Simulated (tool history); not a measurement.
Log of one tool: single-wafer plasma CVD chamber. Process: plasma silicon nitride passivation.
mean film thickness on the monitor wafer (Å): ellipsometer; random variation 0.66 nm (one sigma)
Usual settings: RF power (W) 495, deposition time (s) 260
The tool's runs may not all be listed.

| run | hour | RF power (W) | deposition time (s) | wafers since the last listed run | hours since the last RF generator calibration | hours since the showerhead was replaced | hours since the gauge calibration | read-back reference wafer on the same gauge, thickness_nm | mean film thickness on the monitor wafer (Å) |
|---|---|---|---|---|---|---|---|---|---|
| 1 | 0 | 495 | 260 | 0 | 1885.7 | 6265 | 149 | 380.829 | 3839.33 |
| 2 | 37.9 | 495 | 260 | 156 | 1923.6 | 6302.9 | 186.9 | 381.014 | 3859.21 |
| 3 | 83.1 | 525 | 260 | 186 | 1968.8 | 6348.1 | 232.1 | 381.048 | 3901.97 |
| 4 | 127.8 | 495 | 260 | 184 | 2013.5 | 6392.8 | 276.8 | 380.864 | 3849.26 |
| 5 | 158.7 | 495 | 260 | 127 | 2044.4 | 6423.7 | 307.7 | 380.892 | 3851.7 |
| 6 | 206.5 | 495 | 239 | 197 | 2092.2 | 6471.5 | 355.5 | 381.109 | 3531.66 |
| 7 | 254.3 | 495 | 239 | 197 | 2140 | 6519.3 | 403.3 | 381.035 | 3544.12 |
| 8 | 305.8 | 555 | 260 | 212 | 2191.5 | 6570.8 | 454.8 | 380.861 | 3948.07 |
| 9 | 354.9 | 495 | 260 | 202 | 2240.6 | 6619.9 | 503.9 | 381.077 | 3855.36 |
|  | 387.3 | RF generator calibrated |
| 10 | 514.9 | 495 | 260 | 626 | 127.6 | 6779.9 | 663.9 | 381.009 | 3919.89 |
| 11 | 546.4 | 495 | 260 | 129 | 159.1 | 6811.4 | 695.4 | 380.835 | 3909.29 |
|  | 589.7 | gauge calibrated |
| 12 | 595.3 | 575 | 221 | 201 | 208 | 6860.3 | 5.6 | 380.913 | 3435.9 |
|  | 644.1 | showerhead replaced |
| 13 | 655.9 | 495 | 239 | 216 | 268.6 | 11.8 | 66.2 | 381.122 | 3599.45 |
| 14 | 680.6 | 405 | 306 | 101 | 293.3 | 36.5 | 90.9 | 381.064 | 4401.55 |
| 15 | 735.2 | 495 | 260 | 225 | 347.9 | 91.1 | 145.5 | 381.083 | 3894.22 |
| 16 | 801.7 | 495 | 260 | 274 | 414.4 | 157.6 | 212 | 380.953 | 3891.02 |
| 17 | 841.9 | 460 | 220 | 165 | 454.6 | 197.8 | 252.2 | 380.997 | 3249.66 |
| 18 | 880.8 | 445 | 281 | 160 | 493.5 | 236.7 | 291.1 | 380.795 | 4110.6 |
| 19 | 941.2 | 445 | 260 | 249 | 553.9 | 297.1 | 351.5 | 380.833 | 3798.89 |
| 20 | 988.9 | 495 | 260 | 196 | 601.6 | 344.8 | 399.2 | 381.153 | 3888.21 |
| 21 | 1019.9 | 545 | 309 | 127 | 632.6 | 375.8 | 430.2 | 381.216 | 4713.59 |
| 22 | 1074.1 | 495 | 307 | 223 | 686.8 | 430 | 484.4 | 380.894 | 4575.05 |

Measured less the same run without the tool's hidden state. The same run-to-run variation is in both; the gauge's scatter may not be:
The hidden state here: delivered RF power above the setpoint (%); gauge reads high (%).
| run | mean film thickness on the monitor wafer (Å) |
|---|---|
| 1 | -82.48 |
| 2 | -83.22 |
| 3 | -84.48 |
| 4 | -83.67 |
| 5 | -83.93 |
| 6 | -77.25 |
| 7 | -77.78 |
| 8 | -86.95 |
| 9 | -85.17 |
| 10 | -18.33 |
| 11 | -20.77 |
| 12 | -21.47 |
| 13 | -26.4 |
| 14 | -34.12 |
| 15 | -33.63 |
| 16 | -37.48 |
| 17 | -33.13 |
| 18 | -44.03 |
| 19 | -43.56 |
| 20 | -46.75 |
| 21 | -58.29 |
| 22 | -59.18 |
